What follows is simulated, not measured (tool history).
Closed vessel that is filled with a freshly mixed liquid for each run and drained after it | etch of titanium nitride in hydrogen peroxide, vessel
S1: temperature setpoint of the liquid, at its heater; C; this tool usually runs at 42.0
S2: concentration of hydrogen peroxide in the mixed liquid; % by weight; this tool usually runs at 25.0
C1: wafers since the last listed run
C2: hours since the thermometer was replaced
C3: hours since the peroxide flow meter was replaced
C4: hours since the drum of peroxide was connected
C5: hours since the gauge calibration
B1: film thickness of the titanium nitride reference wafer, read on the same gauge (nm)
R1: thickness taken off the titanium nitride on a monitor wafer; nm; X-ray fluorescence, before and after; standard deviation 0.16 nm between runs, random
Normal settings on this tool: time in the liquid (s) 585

Run 1, hour 0.0: usual settings but S2 21.5 % by weight; C1 0; C2 1433.8; C3 802.7; C4 811.7; C5 1773.5; B1 100.00. Result: R1 30.60 nm.
Run 2, hour 53.4: usual settings; C1 2467; C2 1487.2; C3 856.1; C4 865.1; C5 1826.9; B1 100.00. Result: R1 31.57 nm.
Run 3, hour 109.6: usual settings; C1 2597; C2 1543.4; C3 912.3; C4 921.3; C5 1883.1; B1 100.00. Result: R1 31.63 nm.
At hour 124.0: gauge calibrated.
Run 4, hour 175.5: usual settings; C1 3045; C2 1609.3; C3 978.2; C4 987.2; C5 51.5; B1 100.03. Result: R1 31.82 nm.
Run 5, hour 228.5: usual settings but S1 50.0 C; C1 2449; C2 1662.3; C3 1031.2; C4 1040.2; C5 104.5; B1 99.99. Result: R1 56.55 nm.
Run 6, hour 273.5: usual settings; C1 2079; C2 1707.3; C3 1076.2; C4 1085.2; C5 149.5; B1 100.00. Result: R1 31.33 nm.
Run 7, hour 325.7: usual settings; C1 2412; C2 1759.5; C3 1128.4; C4 1137.4; C5 201.7; B1 100.02. Result: R1 31.40 nm.
Run 8, hour 369.8: usual settings; C1 2038; C2 1803.6; C3 1172.5; C4 1181.5; C5 245.8; B1 99.99. Result: R1 31.27 nm.
Run 9, hour 429.2: usual settings; C1 2745; C2 1863.0; C3 1231.9; C4 1240.9; C5 305.2; B1 100.00. Result: R1 31.21 nm.
Run 10, hour 481.2: usual settings; C1 2403; C2 1915.0; C3 1283.9; C4 1292.9; C5 357.2; B1 99.99. Result: R1 31.46 nm.
At hour 509.9: new drum of peroxide connected.
At hour 529.5: peroxide flow meter replaced.
Run 11, hour 550.4: usual settings but S1 47.0 C, time in the liquid (s) 855; C1 3105; C2 1984.2; C3 20.9; C4 40.5; C5 426.4; B1 99.98. Result: R1 67.08 nm.
At hour 558.1: thermometer replaced.
Run 12, hour 597.2: usual settings; C1 2116; C2 39.1; C3 67.7; C4 87.3; C5 473.2; B1 100.02. Result: R1 33.33 nm.
Run 13, hour 811.2: usual settings but time in the liquid (s) 465; C1 9890; C2 253.1; C3 281.7; C4 301.3; C5 687.2; B1 100.01. Result: R1 26.14 nm.
Run 14, hour 850.7: usual settings but time in the liquid (s) 840; C1 1825; C2 292.6; C3 321.2; C4 340.8; C5 726.7; B1 99.99. Result: R1 47.05 nm.
Run 15, hour 893.1: usual settings but S1 33.5 C, S2 20.5 % by weight, time in the liquid (s) 335; C1 1959; C2 335.0; C3 363.6; C4 383.2; C5 769.1; B1 100.02. Result: R1 9.33 nm.
Run 16, hour 937.5: usual settings; C1 2052; C2 379.4; C3 408.0; C4 427.6; C5 813.5; B1 99.98. Result: R1 32.80 nm.
Run 17, hour 962.3: usual settings but S2 30.0 % by weight, time in the liquid (s) 780; C1 1146; C2 404.2; C3 432.8; C4 452.4; C5 838.3; B1 100.02. Result: R1 45.12 nm.
Run 18, hour 1030.3: usual settings but S1 33.5 C, S2 20.5 % by weight, time in the liquid (s) 335; C1 3142; C2 472.2; C3 500.8; C4 520.4; C5 906.3; B1 100.00. Result: R1 9.27 nm.
Run 19, hour 1068.7: usual settings but S1 36.0 C, S2 28.0 % by weight, time in the liquid (s) 860; C1 1774; C2 510.6; C3 539.2; C4 558.8; C5 944.7; B1 100.00. Result: R1 30.87 nm.
Run 20, hour 1113.5: usual settings but S1 33.5 C; C1 2070; C2 555.4; C3 584.0; C4 603.6; C5 989.5; B1 100.00. Result: R1 16.72 nm.
Run 21, hour 1152.6: usual settings; C1 1807; C2 594.5; C3 623.1; C4 642.7; C5 1028.6; B1 100.01. Result: R1 32.69 nm.
Run 22, hour 1186.0: usual settings but S2 30.0 % by weight, time in the liquid (s) 780; C1 1543; C2 627.9; C3 656.5; C4 676.1; C5 1062.0; B1 100.02. Result: R1 44.79 nm.
Run 23, hour 1228.6: usual settings but S1 49.5 C, S2 22.0 % by weight; C1 1968; C2 670.5; C3 699.1; C4 718.7; C5 1104.6; B1 100.00. Result: R1 55.57 nm.
Run 24, hour 1298.7: usual settings but time in the liquid (s) 680; C1 3239; C2 740.6; C3 769.2; C4 788.8; C5 1174.7; B1 100.00. Result: R1 37.66 nm.
Run 25, hour 1370.3: usual settings but S1 34.0 C, S2 18.0 % by weight, time in the liquid (s) 465; C1 3309; C2 812.2; C3 840.8; C4 860.4; C5 1246.3; B1 99.99. Result: R1 12.69 nm.
Run 26, hour 1409.4: usual settings but S1 50.5 C, S2 30.0 % by weight, time in the liquid (s) 790; C1 1807; C2 851.3; C3 879.9; C4 899.5; C5 1285.4; B1 100.00. Result: R1 85.25 nm.
Run 27, hour 1466.7: usual settings; C1 2648; C2 908.6; C3 937.2; C4 956.8; C5 1342.7; B1 99.98. Result: R1 32.23 nm.
Run 28, hour 1530.5: usual settings but S2 30.0 % by weight, time in the liquid (s) 820; C1 2948; C2 972.4; C3 1001.0; C4 1020.6; C5 1406.5; B1 100.00. Result: R1 46.45 nm.

Below are 5 alternative next runs, each starting from the tool's condition after run 28. Predict each:
Run A, hour 1531.3: usual settings but S2 20.0 % by weight; C1 36; C2 973.2; C3 1001.8; C4 1021.4; C5 1407.3; B1 ?. Result: R1 ?.
Run B, hour 1531.3: usual settings but time in the liquid (s) 890; C1 36; C2 973.2; C3 1001.8; C4 1021.4; C5 1407.3; B1 ?. Result: R1 ?.
Run C, hour 1531.3: usual settings but S1 33.5 C, time in the liquid (s) 735; C1 36; C2 973.2; C3 1001.8; C4 1021.4; C5 1407.3; B1 ?. Result: R1 ?.
Run D, hour 1531.3: usual settings but S2 28.5 % by weight, time in the liquid (s) 895; C1 36; C2 973.2; C3 1001.8; C4 1021.4; C5 1407.3; B1 ?. Result: R1 ?.
Run E, hour 1531.3: usual settings but time in the liquid (s) 720; C1 36; C2 973.2; C3 1001.8; C4 1021.4; C5 1407.3; B1 ?. Result: R1 ?.

run      B1     R1
  A  100.00  30.66
  B  100.00  48.93
  C  100.00  20.79
  D  100.00  50.63
  E  100.00  39.58
With the hidden condition removed and each run's random variation left untouched, the same runs would have given:
run     R1
  A  31.85
  B  50.86
  C  21.63
  D  52.63
  E  41.14
